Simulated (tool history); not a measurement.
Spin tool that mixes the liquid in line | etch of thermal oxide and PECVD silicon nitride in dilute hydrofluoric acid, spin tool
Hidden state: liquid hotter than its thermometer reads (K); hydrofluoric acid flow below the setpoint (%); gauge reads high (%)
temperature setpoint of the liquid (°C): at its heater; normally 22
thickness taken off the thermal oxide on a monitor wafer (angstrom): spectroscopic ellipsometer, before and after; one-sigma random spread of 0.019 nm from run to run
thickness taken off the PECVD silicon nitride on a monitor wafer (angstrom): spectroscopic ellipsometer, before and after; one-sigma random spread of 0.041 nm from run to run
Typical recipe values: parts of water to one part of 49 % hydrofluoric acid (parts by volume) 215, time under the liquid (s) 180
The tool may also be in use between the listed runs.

| run | hour | temperature setpoint of the liquid (°C) | parts of water to one part of 49 % hydrofluoric acid (parts by volume) | time under the liquid (s) | wafers since the last listed run | hours since the thermometer was replaced | hours since the hydrofluoric acid flow meter was replaced | hours since the gauge calibration | read-back film thickness of the thermal oxide reference wafer, read on the same gauge (nm) | read-back film thickness of the PECVD silicon nitride reference wafer, read on the same gauge (nm) | thickness taken off the thermal oxide on a monitor wafer (angstrom) | thickness taken off the PECVD silicon nitride on a monitor wafer (angstrom) |
|---|---|---|---|---|---|---|---|---|---|---|---|---|
| 1 | 0 | 23.5 | 215 | 115 | 0 | 1780.4 | 1450.1 | 847.2 | 119.98 | 89.978 | 21.08 | 16.15 |
|  | 17.8 | gauge calibrated |
| 2 | 57.7 | 22 | 215 | 180 | 500 | 1838.1 | 1507.8 | 39.9 | 120.048 | 89.978 | 31.45 | 23.57 |
| 3 | 123.5 | 22 | 215 | 180 | 570 | 1903.9 | 1573.6 | 105.7 | 120.014 | 90.006 | 31.87 | 23.28 |
| 4 | 147.7 | 22 | 170 | 230 | 209 | 1928.1 | 1597.8 | 129.9 | 120.017 | 90.026 | 53.04 | 37.29 |
| 5 | 174.6 | 22 | 300 | 180 | 233 | 1955 | 1624.7 | 156.8 | 120.016 | 89.981 | 20.68 | 17.01 |
| 6 | 214.2 | 22 | 300 | 180 | 343 | 1994.6 | 1664.3 | 196.4 | 120.012 | 90.015 | 20.69 | 16.67 |
| 7 | 252.6 | 22 | 300 | 180 | 333 | 2033 | 1702.7 | 234.8 | 120.021 | 90.01 | 20.79 | 17.06 |
| 8 | 297.9 | 22 | 215 | 180 | 392 | 2078.3 | 1748 | 280.1 | 119.992 | 89.999 | 31.7 | 23.82 |
| 9 | 353.9 | 22 | 215 | 180 | 485 | 2134.3 | 1804 | 336.1 | 119.966 | 90.026 | 31.34 | 23.79 |
| 10 | 398.1 | 22 | 215 | 180 | 383 | 2178.5 | 1848.2 | 380.3 | 120.014 | 89.99 | 31.43 | 24.2 |
| 11 | 463.8 | 22 | 215 | 180 | 569 | 2244.2 | 1913.9 | 446 | 120.018 | 89.995 | 31.83 | 23.8 |
| 12 | 505.9 | 22 | 215 | 265 | 365 | 2286.3 | 1956 | 488.1 | 120.014 | 89.987 | 46.8 | 35.53 |
|  | 546.6 | hydrofluoric acid flow meter replaced |
| 13 | 574.2 | 18.5 | 315 | 100 | 583 | 2354.6 | 27.6 | 556.4 | 120.04 | 90.013 | 9.63 | 7.15 |
| 14 | 617.6 | 22 | 215 | 180 | 376 | 2398 | 71 | 599.8 | 120.02 | 89.99 | 31.78 | 24.58 |
| 15 | 651.4 | 22 | 215 | 180 | 293 | 2431.8 | 104.8 | 633.6 | 119.959 | 90.009 | 32.27 | 24.3 |
| 16 | 716.1 | 22 | 215 | 180 | 561 | 2496.5 | 169.5 | 698.3 | 119.972 | 90.035 | 32.21 | 24.32 |
|  | 738 | thermometer replaced |
| 17 | 760.4 | 26 | 185 | 75 | 375 | 22.4 | 213.8 | 742.6 | 120.006 | 89.999 | 17 | 13.13 |
|  | 792.6 | gauge calibrated |
| 18 | 807 | 26.5 | 215 | 180 | 404 | 69 | 260.4 | 14.4 | 120.011 | 90.002 | 34.38 | 27.48 |
| 19 | 876.4 | 22 | 270 | 280 | 601 | 138.4 | 329.8 | 83.8 | 120.006 | 89.988 | 34.52 | 26.44 |
| 20 | 941.3 | 23.5 | 165 | 180 | 562 | 203.3 | 394.7 | 148.7 | 119.981 | 90.014 | 43.05 | 30.01 |
| 21 | 985.9 | 25.5 | 215 | 180 | 386 | 247.9 | 439.3 | 193.3 | 119.998 | 90.015 | 33.67 | 26.29 |
| 22 | 1031.8 | 22 | 170 | 230 | 398 | 293.8 | 485.2 | 239.2 | 119.995 | 89.992 | 50.06 | 33.59 |
| 23 | 1118.8 | 24.5 | 215 | 180 | 754 | 380.8 | 572.2 | 326.2 | 120.017 | 90.001 | 32.63 | 24.83 |

Alternative continuations, all from the tool just after run 23; predict every row:
| A | 1119.3 | 22 | 250 | 180 | 4 | 381.3 | 572.7 | 326.7 | ? | ? | ? | ? |
| B | 1119.3 | 25.5 | 115 | 95 | 4 | 381.3 | 572.7 | 326.7 | ? | ? | ? | ? |
| C | 1119.3 | 27 | 110 | 145 | 4 | 381.3 | 572.7 | 326.7 | ? | ? | ? | ? |
| D | 1119.3 | 26.5 | 185 | 235 | 4 | 381.3 | 572.7 | 326.7 | ? | ? | ? | ? |

| run | read-back film thickness of the thermal oxide reference wafer, read on the same gauge (nm) | read-back film thickness of the PECVD silicon nitride reference wafer, read on the same gauge (nm) | thickness taken off the thermal oxide on a monitor wafer (angstrom) | thickness taken off the PECVD silicon nitride on a monitor wafer (angstrom) |
|---|---|---|---|---|
| A | 120.026 | 90.013 | 24.46 | 18.5 |
| B | 120.026 | 90.013 | 37.14 | 26.34 |
| C | 120.026 | 90.013 | 63.18 | 46.26 |
| D | 120.026 | 90.013 | 54.47 | 43.16 |
Without the tool's hidden state the same runs would have given:
| run | thickness taken off the thermal oxide on a monitor wafer (angstrom) | thickness taken off the PECVD silicon nitride on a monitor wafer (angstrom) |
|---|---|---|
| A | 24.04 | 17.96 |
| B | 36.48 | 25.55 |
| C | 62.05 | 44.89 |
| D | 53.55 | 41.91 |
